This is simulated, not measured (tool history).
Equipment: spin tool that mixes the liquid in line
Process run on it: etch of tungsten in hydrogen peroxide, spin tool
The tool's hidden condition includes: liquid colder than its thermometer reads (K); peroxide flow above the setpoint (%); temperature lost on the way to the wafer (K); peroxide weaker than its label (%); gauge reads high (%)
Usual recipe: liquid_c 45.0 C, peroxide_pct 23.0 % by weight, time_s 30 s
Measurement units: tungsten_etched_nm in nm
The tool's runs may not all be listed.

run	hour	liquid_c	peroxide_pct	time_s	wafers since the last listed run	hours since the thermometer was replaced	hours since the peroxide flow meter was replaced	hours since the heated supply line was repaired	hours since the drum of peroxide was connected	hours since the gauge calibration	read-back film thickness of the tungsten reference wafer, read on the same gauge (nm)	tungsten_etched_nm
1	0.0	45.0	23.0	30	0	1276.6	1024.9	903.8	621.6	486.9	130.00	24.90
2	30.2	45.0	23.0	30	325	1306.8	1055.1	934.0	651.8	517.1	129.97	24.92
3	50.7	45.0	23.0	30	220	1327.3	1075.6	954.5	672.3	537.6	129.98	24.81
4	68.9	45.0	23.0	30	196	1345.5	1093.8	972.7	690.5	555.8	130.03	24.94
5	104.6	49.5	23.0	30	384	1381.2	1129.5	1008.4	726.2	591.5	129.98	32.71
6	126.5	49.5	23.0	30	235	1403.1	1151.4	1030.3	748.1	613.4	129.99	32.85
7	187.5	45.0	23.0	30	657	1464.1	1212.4	1091.3	809.1	674.4	129.99	24.86
# hour 195.7: peroxide flow meter replaced
8	205.4	45.0	23.0	30	182	1482.0	9.7	1109.2	827.0	692.3	130.02	24.75
9	230.6	45.0	23.0	20	271	1507.2	34.9	1134.4	852.2	717.5	130.01	16.44
10	246.4	45.0	23.0	30	170	1523.0	50.7	1150.2	868.0	733.3	129.99	24.66
# hour 284.2: gauge calibrated
11	336.7	45.0	23.0	30	972	1613.3	141.0	1240.5	958.3	52.5	130.00	24.70
# hour 369.0: new drum of peroxide connected
12	371.7	45.0	23.0	30	366	1648.3	176.0	1275.5	2.7	87.5	130.00	24.12
# hour 379.4: thermometer replaced
13	403.3	53.0	18.5	45	329	23.9	207.6	1307.1	34.3	119.1	130.02	52.86
14	419.2	37.5	23.0	30	171	39.8	223.5	1323.0	50.2	135.0	130.02	14.80
15	439.4	52.5	28.0	35	217	60.0	243.7	1343.2	70.4	155.2	130.02	48.92
16	500.1	54.5	20.0	15	653	120.7	304.4	1403.9	131.1	215.9	130.00	20.15
# hour 504.8: new drum of peroxide connected, repeated, since the last time left the tool worse
# hour 509.2: heated supply line repaired
17	533.9	45.0	23.0	30	342	154.5	338.2	24.7	29.1	249.7	130.00	25.36
18	564.5	50.0	27.0	15	329	185.1	368.8	55.3	59.7	280.3	129.98	18.58
19	600.0	45.0	17.5	20	382	220.6	404.3	90.8	95.2	315.8	129.99	14.58
20	622.3	45.0	18.5	30	240	242.9	426.6	113.1	117.5	338.1	129.99	22.49
21	649.9	51.5	29.5	20	297	270.5	454.2	140.7	145.1	365.7	130.01	28.41
22	677.4	38.5	23.0	15	296	298.0	481.7	168.2	172.6	393.2	130.02	8.23
23	695.2	50.5	27.5	45	191	315.8	499.5	186.0	190.4	411.0	129.97	57.71
24	707.9	45.0	23.0	30	136	328.5	512.2	198.7	203.1	423.7	130.02	25.16
25	722.8	45.0	23.0	30	160	343.4	527.1	213.6	218.0	438.6	130.01	25.01
26	737.9	49.5	23.0	30	162	358.5	542.2	228.7	233.1	453.7	130.02	33.17

The tool's hidden state at each run:
liquid colder than its thermometer reads (K): 0 in every run
peroxide flow above the setpoint (%): 0 in every run
temperature lost on the way to the wafer (K): 0 in every run
gauge reads high (%): 0 in every run
H1: peroxide weaker than its label (%)
run	H1
1	3.37
2	3.53
3	3.63
4	3.72
5	3.91
6	4.02
7	4.33
8	4.42
9	4.55
10	4.63
11	5.09
12	9.72
13	9.89
14	9.97
15	10.1
16	10.4
17	1
18	1.16
19	1.34
20	1.45
21	1.59
22	1.73
23	1.82
24	1.89
25	1.96
26	2.04
